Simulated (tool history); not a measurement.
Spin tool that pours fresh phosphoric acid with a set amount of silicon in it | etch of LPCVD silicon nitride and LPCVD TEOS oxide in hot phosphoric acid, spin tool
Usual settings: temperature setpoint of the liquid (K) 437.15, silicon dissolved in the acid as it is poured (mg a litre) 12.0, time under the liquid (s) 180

run	day	temperature setpoint of the liquid (K)	silicon dissolved in the acid as it is poured (mg a litre)	time under the liquid (s)	read-back film thickness of the LPCVD silicon nitride reference wafer, read on the same gauge (nm)	read-back film thickness of the LPCVD TEOS oxide reference wafer, read on the same gauge (nm)	thickness taken off the LPCVD silicon nitride on a monitor wafer (angstrom)	thickness taken off the LPCVD TEOS oxide on a monitor wafer (angstrom)
1	0.000	437.15	6.5	180	140.00	30.024	211.6	9.67
2	1.300	439.15	12.0	180	140.01	29.987	225.3	9.93
3	4.108	437.15	12.0	180	140.03	30.001	212.5	8.52
4	6.712	438.15	12.0	180	139.99	30.003	219.8	9.36
5	8.621	438.15	12.0	180	140.03	30.019	217.3	8.97
6	9.692	438.15	12.0	180	140.01	30.001	208.1	8.56
7	12.600	437.15	12.0	180	140.00	29.994	204.5	8.12
8	15.796	437.15	12.0	180	139.98	29.994	207.1	8.40
9	17.658	439.65	15.5	265	140.01	29.993	333.0	13.42
10	20.196	437.15	12.0	180	139.97	30.006	208.7	8.46
11	23.046	439.15	14.5	105	139.99	30.010	133.9	5.33
12	24.854	437.15	12.0	180	140.00	29.987	212.2	8.89
13	26.454	434.65	12.0	180	139.98	29.997	198.5	7.78
14	29.025	440.15	18.0	135	140.02	30.020	171.0	6.19
15	31.308	435.65	7.5	180	139.99	30.010	193.3	7.99
16	32.642	437.15	10.0	180	140.01	30.007	211.3	8.68
17	34.767	437.15	12.0	180	139.98	29.981	208.1	8.31
18	36.496	435.15	4.0	120	140.01	29.997	128.8	5.54
19	38.667	437.15	4.5	180	140.01	29.998	209.0	10.62
20	41.475	437.15	12.0	180	140.00	29.995	213.3	9.03
21	43.858	434.15	15.0	85	140.00	29.978	92.5	3.11
22	45.779	437.15	12.0	215	140.00	30.017	252.4	10.60

Taken out of this log: 5 entries between the listed runs. Where each belongs, and how the hidden state differs across it:
Between runs 5 and 6: thermometer replaced (day 9.083)
  liquid hotter than its thermometer reads (K): 1.76 -> 0.238
  measured less the result without the state, thickness taken off the LPCVD silicon nitride on a monitor wafer (angstrom): +12.1 -> +1.6; thickness taken off the LPCVD TEOS oxide on a monitor wafer (angstrom): +1.07 -> +0.15
Between runs 8 and 9: heated supply line repaired (day 17.596)
  liquid hotter than its thermometer reads (K): 0.742 -> 0.896
  measured less the result without the state, thickness taken off the LPCVD silicon nitride on a monitor wafer (angstrom): +4.9 -> +9.6; thickness taken off the LPCVD TEOS oxide on a monitor wafer (angstrom): +0.44 -> +0.84
Between runs 13 and 14: gauge calibrated (day 26.667); thermometer replaced (day 28.012)
  liquid hotter than its thermometer reads (K): 1.62 -> 0.325
  measured less the result without the state, thickness taken off the LPCVD silicon nitride on a monitor wafer (angstrom): +10.4 -> +1.8; thickness taken off the LPCVD TEOS oxide on a monitor wafer (angstrom): +0.87 -> +0.14
Between runs 16 and 17: dissolved silicon flow meter replaced (day 32.808)
  liquid hotter than its thermometer reads (K): 0.624 -> 0.799
  measured less the result without the state, thickness taken off the LPCVD silicon nitride on a monitor wafer (angstrom): +4.3 -> +5.5; thickness taken off the LPCVD TEOS oxide on a monitor wafer (angstrom): +0.38 -> +0.46

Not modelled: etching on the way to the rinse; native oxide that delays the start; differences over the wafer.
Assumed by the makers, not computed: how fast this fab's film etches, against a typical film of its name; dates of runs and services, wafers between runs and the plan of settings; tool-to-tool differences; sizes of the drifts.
